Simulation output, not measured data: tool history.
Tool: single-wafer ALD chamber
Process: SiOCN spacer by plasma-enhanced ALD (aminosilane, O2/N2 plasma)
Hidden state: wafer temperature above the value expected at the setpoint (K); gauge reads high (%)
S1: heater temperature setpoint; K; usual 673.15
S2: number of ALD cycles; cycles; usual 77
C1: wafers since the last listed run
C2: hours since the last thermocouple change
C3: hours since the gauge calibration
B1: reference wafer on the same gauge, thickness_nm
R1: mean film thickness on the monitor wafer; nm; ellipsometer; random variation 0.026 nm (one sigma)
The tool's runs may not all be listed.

run 1 hour=0.0 | S1=673.15 S2=66 | C1=0 C2=1635.6 C3=368.6 | B1=5.025 | R1=4.574
run 2 hour=12.6 | S1=673.15 S2=66 | C1=57 C2=1648.2 C3=381.2 | B1=5.035 | R1=4.543
run 3 hour=20.9 | S1=673.15 S2=66 | C1=38 C2=1656.5 C3=389.5 | B1=5.047 | R1=4.580
run 4 hour=33.8 | S1=665.15 S2=77 | C1=59 C2=1669.4 C3=402.4 | B1=5.039 | R1=5.332
run 5 hour=43.4 | S1=665.15 S2=77 | C1=44 C2=1679.0 C3=412.0 | B1=5.032 | R1=5.345
run 6 hour=57.7 | S1=673.15 S2=89 | C1=65 C2=1693.3 C3=426.3 | B1=5.024 | R1=6.179
run 7 hour=64.7 | S1=673.15 S2=89 | C1=32 C2=1700.3 C3=433.3 | B1=5.026 | R1=6.234
run 8 hour=104.8 | S1=673.15 S2=77 | C1=184 C2=1740.4 C3=473.4 | B1=5.038 | R1=5.326
run 9 hour=111.3 | S1=673.15 S2=77 | C1=29 C2=1746.9 C3=479.9 | B1=5.038 | R1=5.359
run 10 hour=125.0 | S1=673.15 S2=77 | C1=62 C2=1760.6 C3=493.6 | B1=5.027 | R1=5.324
run 11 hour=133.4 | S1=673.15 S2=77 | C1=38 C2=1769.0 C3=502.0 | B1=5.038 | R1=5.345
run 12 hour=148.0 | S1=673.15 S2=77 | C1=67 C2=1783.6 C3=516.6 | B1=5.031 | R1=5.375
-- hour=148.9 gauge calibrated
run 13 hour=156.3 | S1=673.15 S2=87 | C1=38 C2=1791.9 C3=7.4 | B1=5.036 | R1=6.033
-- hour=175.1 thermocouple changed; heater temperature recalibrated
run 14 hour=175.6 | S1=673.15 S2=71 | C1=51 C2=0.5 C3=26.7 | B1=5.031 | R1=4.895
run 15 hour=179.7 | S1=679.15 S2=84 | C1=18 C2=4.6 C3=30.8 | B1=5.019 | R1=5.719
run 16 hour=196.3 | S1=679.15 S2=84 | C1=76 C2=21.2 C3=47.4 | B1=5.026 | R1=5.763
run 17 hour=204.0 | S1=679.15 S2=84 | C1=35 C2=28.9 C3=55.1 | B1=5.030 | R1=5.715
run 18 hour=213.6 | S1=673.15 S2=77 | C1=44 C2=38.5 C3=64.7 | B1=5.043 | R1=5.331
run 19 hour=226.5 | S1=659.15 S2=92 | C1=59 C2=51.4 C3=77.6 | B1=5.022 | R1=6.350
run 20 hour=233.4 | S1=663.15 S2=84 | C1=31 C2=58.3 C3=84.5 | B1=5.028 | R1=5.840
run 21 hour=247.2 | S1=668.15 S2=70 | C1=63 C2=72.1 C3=98.3 | B1=5.022 | R1=4.887
run 22 hour=256.8 | S1=673.15 S2=77 | C1=44 C2=81.7 C3=107.9 | B1=5.030 | R1=5.321
run 23 hour=266.6 | S1=667.15 S2=65 | C1=44 C2=91.5 C3=117.7 | B1=5.036 | R1=4.516
run 24 hour=283.1 | S1=662.15 S2=85 | C1=75 C2=108.0 C3=134.2 | B1=5.046 | R1=5.911
run 25 hour=296.0 | S1=673.15 S2=77 | C1=59 C2=120.9 C3=147.1 | B1=5.026 | R1=5.342
run 26 hour=302.5 | S1=663.15 S2=63 | C1=29 C2=127.4 C3=153.6 | B1=5.024 | R1=4.359

Forecast run 27:
run 27 hour=320.0 | S1=687.15 S2=69 | C1=80 C2=144.9 C3=171.1 | B1=? | R1=?

B1: 5.029
R1: 4.628 nm
Without the tool's hidden state the same run would have given R1 4.628 nm.
